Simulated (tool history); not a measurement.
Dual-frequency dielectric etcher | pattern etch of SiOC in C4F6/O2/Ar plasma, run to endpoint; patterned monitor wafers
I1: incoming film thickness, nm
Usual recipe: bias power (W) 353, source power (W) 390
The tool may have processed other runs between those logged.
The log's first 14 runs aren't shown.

run 15 hour=798.0 | bias_power_(W)=392 source_power_(W)=320 | I1=37.40 | endpoint_time_(s)=14.0
-- hour=834.1 source power generator calibrated
run 16 hour=861.1 | bias_power_(W)=353 source_power_(W)=390 | I1=37.35 | endpoint_time_(s)=14.1
run 17 hour=921.9 | bias_power_(W)=281 source_power_(W)=450 | I1=37.37 | endpoint_time_(s)=15.8
run 18 hour=965.4 | bias_power_(W)=279 source_power_(W)=390 | I1=37.43 | endpoint_time_(s)=16.3
-- hour=1042.6 upper electrode replaced
run 19 hour=1043.1 | bias_power_(W)=398 source_power_(W)=480 | I1=37.47 | endpoint_time_(s)=12.5
run 20 hour=1069.1 | bias_power_(W)=353 source_power_(W)=430 | I1=37.36 | endpoint_time_(s)=13.8
run 21 hour=1123.5 | bias_power_(W)=353 source_power_(W)=390 | I1=37.52 | endpoint_time_(s)=14.3
run 22 hour=1150.1 | bias_power_(W)=353 source_power_(W)=390 | I1=37.27 | endpoint_time_(s)=14.2
-- hour=1192.1 bias power generator calibrated
run 23 hour=1214.9 | bias_power_(W)=353 source_power_(W)=390 | I1=37.17 | endpoint_time_(s)=14.7
run 24 hour=1264.1 | bias_power_(W)=270 source_power_(W)=440 | I1=37.64 | endpoint_time_(s)=16.8
-- hour=1288.4 wet clean of the chamber
run 25 hour=1298.4 | bias_power_(W)=353 source_power_(W)=480 | I1=37.52 | endpoint_time_(s)=13.9
run 26 hour=1352.5 | bias_power_(W)=421 source_power_(W)=460 | I1=37.40 | endpoint_time_(s)=12.6
run 27 hour=1401.7 | bias_power_(W)=440 source_power_(W)=420 | I1=37.16 | endpoint_time_(s)=12.7
run 28 hour=1440.3 | bias_power_(W)=400 source_power_(W)=390 | I1=37.34 | endpoint_time_(s)=13.7
run 29 hour=1465.9 | bias_power_(W)=404 source_power_(W)=340 | I1=37.15 | endpoint_time_(s)=13.9
run 30 hour=1499.0 | bias_power_(W)=401 source_power_(W)=340 | I1=37.33 | endpoint_time_(s)=13.9
run 31 hour=1562.5 | bias_power_(W)=304 source_power_(W)=460 | I1=37.30 | endpoint_time_(s)=15.3
run 32 hour=1601.8 | bias_power_(W)=322 source_power_(W)=420 | I1=37.43 | endpoint_time_(s)=14.9
run 33 hour=1633.3 | bias_power_(W)=401 source_power_(W)=300 | I1=37.36 | endpoint_time_(s)=14.3
run 34 hour=1686.2 | bias_power_(W)=353 source_power_(W)=440 | I1=37.32 | endpoint_time_(s)=13.9
run 35 hour=1756.7 | bias_power_(W)=302 source_power_(W)=360 | I1=37.32 | endpoint_time_(s)=16.0

Forecast each of these 4 alternatives for the next run:
run A hour=1757.1 | bias_power_(W)=353 source_power_(W)=390 | I1=37.33 | endpoint_time_(s)=?
run B hour=1757.1 | bias_power_(W)=401 source_power_(W)=290 | I1=37.33 | endpoint_time_(s)=?
run C hour=1757.1 | bias_power_(W)=408 source_power_(W)=480 | I1=37.33 | endpoint_time_(s)=?
run D hour=1757.1 | bias_power_(W)=395 source_power_(W)=390 | I1=37.33 | endpoint_time_(s)=?

run=A endpoint_time_(s)=14.4
run=B endpoint_time_(s)=14.3
run=C endpoint_time_(s)=12.6
run=D endpoint_time_(s)=13.5
Had the tool no hidden state, the same runs would have come out as:
run=A endpoint_time_(s)=14.5
run=B endpoint_time_(s)=14.5
run=C endpoint_time_(s)=12.7
run=D endpoint_time_(s)=13.6
